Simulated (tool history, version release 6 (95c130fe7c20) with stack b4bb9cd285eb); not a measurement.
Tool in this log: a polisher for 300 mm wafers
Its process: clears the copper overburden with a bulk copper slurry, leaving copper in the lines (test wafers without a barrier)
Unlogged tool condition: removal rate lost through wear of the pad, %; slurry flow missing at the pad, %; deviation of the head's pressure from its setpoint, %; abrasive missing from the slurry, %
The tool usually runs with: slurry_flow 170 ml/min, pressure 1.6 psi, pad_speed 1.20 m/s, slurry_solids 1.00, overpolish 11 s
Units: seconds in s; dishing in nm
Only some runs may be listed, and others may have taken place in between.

run    hour  slurry_flow  pressure  pad_speed  slurry_solids  overpolish  wafers since the last listed run  wafers polished on this pad  hours since the slurry nozzle was cleaned  hours since the head pressure was calibrated  hours since the slurry blender was calibrated  incoming thickness of the incoming film, nm  seconds  dishing
  1     0.0          170       1.6       1.20           1.00          11                                 0                         1226                                      351.5                                         253.8                                           84.4                                        621.8    102.5     31.9
  2    68.2          170       1.6       1.20           1.00          11                               369                         1595                                      419.7                                         322.0                                          152.6                                        619.2     96.0     34.0
      125.9  -- worn pad replaced by a new one
  3   169.9          170       1.6       1.20           1.00          11                               528                          237                                      521.4                                         423.7                                          254.3                                        622.9     99.1     34.0
      217.3  -- slurry nozzle cleaned
  4   240.1          170       1.6       1.20           1.00          11                               374                          612                                       22.8                                         493.9                                          324.5                                        617.3     97.2     33.7
      259.1  -- slurry blender recalibrated
  5   298.1          170       1.6       1.20           1.00          11                               303                          915                                       80.8                                         551.9                                           39.0                                        614.6     88.4     34.9
      308.5  -- head pressure recalibrated
  6   399.9          170       1.6       1.20           1.00          11                               540                         1455                                      182.6                                          91.4                                          140.8                                        616.0    108.2     30.7
      491.1  -- worn pad replaced by a new one
  7   501.2          170       1.1       1.20           1.00          11                               526                           54                                      283.9                                         192.7                                          242.1                                        620.6    157.7     24.0
  8   540.8          170       1.1       1.20           1.00          11                               214                          269                                      323.5                                         232.3                                          281.7                                        619.4    157.8     23.3
  9   595.3          170       1.1       1.20           1.00          11                               294                          564                                      378.0                                         286.8                                          336.2                                        630.3    161.5     24.5
      629.9  -- slurry blender recalibrated
 10   670.4          170       1.6       1.20           1.00          11                               395                          959                                      453.1                                         361.9                                           40.5                                        619.8     98.9     34.6
 11   757.2          170       1.6       1.20           1.00          11                               469                         1429                                      539.9                                         448.7                                          127.3                                        626.9    101.6     34.9
      785.9  -- slurry nozzle cleaned
 12   799.8          170       1.6       1.20           1.00          11                               225                         1654                                       13.9                                         491.3                                          169.9                                        620.8     97.2     35.0
      812.6  -- head pressure recalibrated
 13   839.9          170       1.6       1.20           1.00          11                               206                         1860                                       54.0                                          27.3                                          210.0                                        626.4    107.3     32.6
      893.4  -- worn pad replaced by a new one
 14   907.6          170       1.6       1.20           1.00          11                               344                           76                                      121.7                                          95.0                                          277.7                                        623.7    105.7     31.5
      952.4  -- slurry blender recalibrated
 15   988.5          225       1.6       1.20           1.10          16                               426                          503                                      202.6                                         175.9                                           36.1                                        619.1     93.0     43.8
 16  1058.6          170       1.6       1.04           1.00          18                               379                          883                                      272.7                                         246.0                                          106.2                                        620.6    113.2     41.3
 17  1139.1          110       1.6       1.20           1.00           7                               435                         1318                                      353.2                                         326.5                                          186.7                                        631.1    111.8     23.2
     1203.7  -- worn pad replaced by a new one
 18  1217.2          170       1.6       1.20           1.00          11                               400                           72                                      431.3                                         404.6                                          264.8                                        624.3    100.0     32.9
     1230.0  -- slurry nozzle cleaned
 19  1266.7          170       1.6       1.20           1.00          11                               262                          335                                       36.7                                         454.1                                          314.3                                        622.5     98.5     34.0
     1286.7  -- slurry blender recalibrated
     1287.7  -- head pressure recalibrated
 20  1325.8          170       1.6       1.20           1.00          11                               303                          638                                       95.8                                          38.1                                           39.1                                        616.9    100.1     33.7
 21  1399.5          170       2.0       0.96           1.00          11                               398                         1037                                      169.5                                         111.8                                          112.8                                        614.5    100.9     32.7
 22  1479.8          170       1.6       1.20           1.00          11                               434                         1472                                      249.8                                         192.1                                          193.1                                        606.1     97.8     32.8
     1562.3  -- worn pad replaced by a new one
 23  1574.3          185       1.6       1.34           1.00          11                               489                           64                                      344.3                                         286.6                                          287.6                                        615.6     92.8     34.5
 24  1640.1          170       1.6       1.20           1.00           7                               356                          420                                      410.1                                         352.4                                          353.4                                        625.8    106.0     24.8
     1691.5  -- slurry blender recalibrated
 25  1695.2          170       1.6       1.56           1.15          11                               287                          708                                      465.2                                         407.5                                            3.7                                        627.4     72.4     41.8
     1757.5  -- slurry nozzle cleaned
 26  1800.0          170       1.6       0.94           1.00          16                               561                         1269                                       42.5                                         512.3                                          108.5                                        620.0    120.7     38.3

Hidden state or all else? Some run-to-run changes of seconds, split into what the settings, what came in and random variation would give without the hidden state, and what is left for the hidden state (with any gauge scatter that isn't in both results):
Run 5 -> 6: head pressure recalibrated. seconds +19.8 s: hidden state +16.1, all else +3.7.
Run 6 -> 7: pressure 1.6 -> 1.1, worn pad replaced by a new one. seconds +49.5 s: hidden state +2.8, all else +46.7.
Run 9 -> 10: pressure 1.1 -> 1.6, slurry blender recalibrated. seconds -62.6 s: hidden state -11.1, all else -51.5.

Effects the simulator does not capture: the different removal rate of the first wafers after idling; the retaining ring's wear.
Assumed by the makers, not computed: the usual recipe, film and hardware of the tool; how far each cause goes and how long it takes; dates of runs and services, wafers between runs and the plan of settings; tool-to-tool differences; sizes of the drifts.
